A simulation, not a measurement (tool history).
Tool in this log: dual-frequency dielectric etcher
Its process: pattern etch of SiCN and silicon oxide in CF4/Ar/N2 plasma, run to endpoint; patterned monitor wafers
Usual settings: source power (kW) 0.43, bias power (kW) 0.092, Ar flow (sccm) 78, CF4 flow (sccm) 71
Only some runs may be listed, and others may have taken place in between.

run,hour,source power (kW),bias power (kW),Ar flow (sccm),CF4 flow (sccm),"incoming incoming film thickness, nm",endpoint time (s)
1,0,0.43,0.092,78,71,15.57,16.2
2,41.6,0.43,0.092,78,71,15.54,16.2
3,95.4,0.38,0.092,78,71,15.43,18
4,120.4,0.38,0.092,78,71,15.54,18.4
5,182.3,0.43,0.092,78,71,15.68,16.5
# hour 214.2: Ar flow controller replaced
6,214.7,0.43,0.092,78,71,15.46,16.5
# hour 271.6: source power generator calibrated
7,275,0.43,0.092,78,71,15.6,16.8
# hour 293.2: CF4 flow controller replaced
# hour 306.1: upper electrode replaced
8,306.6,0.51,0.092,94,71,15.62,14.9
9,333.5,0.43,0.092,78,71,15.53,16.4
# hour 364.7: wet clean of the chamber
# hour 381.4: bias power generator calibrated
10,389.5,0.53,0.084,78,71,15.71,14.2
11,451.5,0.43,0.098,86,63,15.36,15.7
12,495.1,0.46,0.104,83,84,15.65,14.3
13,562.2,0.38,0.078,78,71,15.58,19.8
14,594.2,0.43,0.092,78,71,15.61,16.3

Consider 3 possible next runs. They are alternatives, not a sequence: every one starts from the tool as it was left by run 14. What does each give?
A,594.6,0.43,0.092,78,71,15.69,?
B,594.6,0.43,0.092,90,71,15.69,?
C,594.6,0.43,0.075,78,87,15.69,?

run,endpoint time (s)
A,16.3
B,16.5
C,17.9
Take away the tool's hidden state, keep each run's random variation, and the runs would have read:
run,endpoint time (s)
A,16
B,16.2
C,17.5
